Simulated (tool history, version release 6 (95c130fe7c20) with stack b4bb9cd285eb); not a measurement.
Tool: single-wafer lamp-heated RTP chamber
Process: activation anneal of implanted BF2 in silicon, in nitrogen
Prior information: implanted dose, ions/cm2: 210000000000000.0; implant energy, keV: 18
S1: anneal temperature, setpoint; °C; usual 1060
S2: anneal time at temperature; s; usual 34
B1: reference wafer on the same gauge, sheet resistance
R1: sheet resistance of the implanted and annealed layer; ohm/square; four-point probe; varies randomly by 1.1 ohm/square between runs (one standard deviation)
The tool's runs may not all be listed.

Run 1, hour 0.0: usual settings; B1 441.89. Result: R1 519.31 ohm/square.
Run 2, hour 16.6: usual settings; B1 441.98. Result: R1 517.41 ohm/square.
Run 3, hour 49.8: usual settings; B1 442.11. Result: R1 518.08 ohm/square.
Run 4, hour 70.9: usual settings but S1 1078 °C, S2 18 s; B1 442.27. Result: R1 526.71 ohm/square.
At hour 98.0: reflector plate cleaned.
Run 5, hour 100.2: usual settings but S1 1078 °C, S2 18 s; B1 441.96. Result: R1 524.23 ohm/square.
At hour 115.9: pyrometer window cleaned and pyrometer calibrated.
Run 6, hour 133.3: usual settings but S2 41 s; B1 442.62. Result: R1 518.82 ohm/square.
Run 7, hour 152.6: usual settings; B1 442.16. Result: R1 522.98 ohm/square.
Run 8, hour 174.8: usual settings; B1 442.01. Result: R1 521.35 ohm/square.
Run 9, hour 207.5: usual settings; B1 441.67. Result: R1 521.75 ohm/square.
Run 10, hour 238.9: usual settings; B1 441.78. Result: R1 520.45 ohm/square.
Run 11, hour 252.9: usual settings but S2 45 s; B1 442.03. Result: R1 512.17 ohm/square.
Run 12, hour 274.2: usual settings but S2 45 s; B1 442.18. Result: R1 511.76 ohm/square.
Run 13, hour 299.9: usual settings but S2 46 s; B1 442.10. Result: R1 510.69 ohm/square.
Run 14, hour 324.2: usual settings; B1 442.32. Result: R1 520.48 ohm/square.
At hour 374.8: pyrometer window cleaned and pyrometer calibrated.
Run 15, hour 420.6: usual settings; B1 441.89. Result: R1 521.86 ohm/square.
Run 16, hour 437.1: usual settings; B1 442.19. Result: R1 520.80 ohm/square.
At hour 466.3: reflector plate cleaned.
Run 17, hour 473.0: usual settings; B1 442.04. Result: R1 517.91 ohm/square.
Run 18, hour 493.8: usual settings but S2 25 s; B1 442.16. Result: R1 526.70 ohm/square.
Run 19, hour 505.9: usual settings but S1 1071 °C, S2 49 s; B1 442.00. Result: R1 504.29 ohm/square.
Run 20, hour 521.4: usual settings but S2 42 s; B1 441.85. Result: R1 514.48 ohm/square.
Run 21, hour 557.4: usual settings but S1 1075 °C, S2 15 s; B1 441.90. Result: R1 529.93 ohm/square.
Run 22, hour 574.8: usual settings but S1 1052 °C, S2 40 s; B1 442.05. Result: R1 517.89 ohm/square.
Run 23, hour 605.2: usual settings but S1 1049 °C, S2 45 s; B1 442.00. Result: R1 516.98 ohm/square.
Run 24, hour 632.5: usual settings but S1 1030 °C, S2 51 s; B1 441.75. Result: R1 521.99 ohm/square.
At hour 648.3: pyrometer window cleaned and pyrometer calibrated.
Run 25, hour 659.2: usual settings but S1 1048 °C, S2 14 s; B1 442.28. Result: R1 539.35 ohm/square.
Run 26, hour 677.5: usual settings but S2 14 s; B1 442.25. Result: R1 538.26 ohm/square.
Run 27, hour 729.5: usual settings but S1 1069 °C, S2 50 s; B1 442.34. Result: R1 506.25 ohm/square.
At hour 755.7: gauge calibrated.
Run 28, hour 756.4: usual settings but S2 45 s; B1 442.11. Result: R1 512.79 ohm/square.
Run 29, hour 787.4: usual settings but S1 1041 °C; B1 441.38. Result: R1 524.30 ohm/square.
Run 30, hour 814.8: usual settings but S1 1052 °C, S2 28 s; B1 442.04. Result: R1 527.29 ohm/square.
At hour 851.2: reflector plate cleaned.
Run 31, hour 856.3: usual settings but S1 1071 °C, S2 49 s; B1 442.35. Result: R1 502.84 ohm/square.
Run 32, hour 878.0: usual settings but S2 28 s; B1 442.34. Result: R1 520.84 ohm/square.
Run 33, hour 902.4: usual settings but S2 23 s; B1 441.94. Result: R1 524.51 ohm/square.
Run 34, hour 917.3: usual settings but S1 1071 °C, S2 26 s; B1 441.91. Result: R1 519.43 ohm/square.
At hour 950.1: pyrometer window cleaned and pyrometer calibrated.
Run 35, hour 950.6: usual settings but S1 1038 °C, S2 53 s; B1 442.44. Result: R1 524.83 ohm/square.
Run 36, hour 977.3: usual settings; B1 442.31. Result: R1 523.09 ohm/square.
Run 37, hour 1005.4: usual settings but S2 42 s; B1 442.45. Result: R1 516.91 ohm/square.

What if the next run were any one of these 4? Each begins from the tool's condition after run 37:
Run A, hour 1005.8: usual settings but S1 1078 °C; B1 ?. Result: R1 ?.
Run B, hour 1005.8: usual settings but S1 1032 °C, S2 21 s; B1 ?. Result: R1 ?.
Run C, hour 1005.8: usual settings but S1 1050 °C, S2 50 s; B1 ?. Result: R1 ?.
Run D, hour 1005.8: usual settings but S1 1089 °C; B1 ?. Result: R1 ?.

run      B1      R1
  A  442.09  511.87
  B  442.09  537.22
  C  442.09  516.28
  D  442.09  506.64
Take away the tool's hidden state, keep each run's random variation, and the runs would have read:
run      R1
  A  514.75
  B  537.90
  C  518.92
  D  509.39
